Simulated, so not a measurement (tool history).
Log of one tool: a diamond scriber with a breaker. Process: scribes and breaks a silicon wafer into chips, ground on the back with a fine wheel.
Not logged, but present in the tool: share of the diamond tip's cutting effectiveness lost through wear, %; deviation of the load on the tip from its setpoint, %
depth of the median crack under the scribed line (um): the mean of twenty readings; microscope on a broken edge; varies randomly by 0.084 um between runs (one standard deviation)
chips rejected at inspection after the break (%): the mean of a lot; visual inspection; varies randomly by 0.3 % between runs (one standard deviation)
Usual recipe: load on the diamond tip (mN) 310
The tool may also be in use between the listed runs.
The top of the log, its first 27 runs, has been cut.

| run | hour | load on the diamond tip (mN) | wafers since the last listed run | hours since the diamond tip was replaced | hours since the load on the tip was calibrated | incoming depth of the damage left on the back of the incoming wafer, um | depth of the median crack under the scribed line (um) | chips rejected at inspection after the break (%) |
|---|---|---|---|---|---|---|---|---|
| 28 | 2110.6 | 310 | 108 | 243.8 | 199.7 | 2.96 | 6.93 | 8.20 |
| 29 | 2180.1 | 219 | 130 | 313.3 | 269.2 | 2.02 | 5.54 | 9.50 |
| 30 | 2223.7 | 310 | 81 | 356.9 | 312.8 | 2.78 | 6.93 | 6.91 |
| 31 | 2284.6 | 395 | 114 | 417.8 | 373.7 | 2.69 | 7.91 | 7.20 |
| 32 | 2424.2 | 375 | 262 | 557.4 | 513.3 | 2.50 | 7.77 | 5.68 |
|  | 2436.0 | diamond tip replaced by a new one |
| 33 | 2488.0 | 337 | 116 | 52.0 | 577.1 | 1.88 | 7.10 | 3.38 |
| 34 | 2570.8 | 227 | 155 | 134.8 | 659.9 | 2.53 | 5.82 | 12.97 |
| 35 | 2652.3 | 278 | 153 | 216.3 | 741.4 | 2.98 | 6.48 | 9.62 |
| 36 | 2699.3 | 310 | 88 | 263.3 | 788.4 | 2.59 | 7.00 | 6.82 |
|  | 2777.5 | load on the tip recalibrated |
| 37 | 3009.0 | 400 | 577 | 573.0 | 231.5 | 2.22 | 7.89 | 5.96 |
| 38 | 3074.4 | 254 | 122 | 638.4 | 296.9 | 2.10 | 6.17 | 6.86 |
| 39 | 3147.5 | 277 | 137 | 711.5 | 370.0 | 2.58 | 6.42 | 7.50 |
|  | 3160.6 | diamond tip replaced by a new one |
| 40 | 3197.1 | 373 | 89 | 36.5 | 419.6 | 2.49 | 7.48 | 5.84 |

Forecast each of these 3 alternatives for the next run:
| A | 3197.8 | 371 | 1 | 37.2 | 420.3 | 1.76 | ? | ? |
| B | 3197.8 | 255 | 1 | 37.2 | 420.3 | 1.76 | ? | ? |
| C | 3197.8 | 282 | 1 | 37.2 | 420.3 | 1.76 | ? | ? |

| run | depth of the median crack under the scribed line (um) | chips rejected at inspection after the break (%) |
|---|---|---|
| A | 7.62 | 3.82 |
| B | 6.13 | 4.79 |
| C | 6.49 | 3.36 |
Take away the tool's hidden state, keep each run's random variation, and the runs would have read:
| run | depth of the median crack under the scribed line (um) | chips rejected at inspection after the break (%) |
|---|---|---|
| A | 7.62 | 3.82 |
| B | 6.13 | 4.79 |
| C | 6.49 | 3.36 |
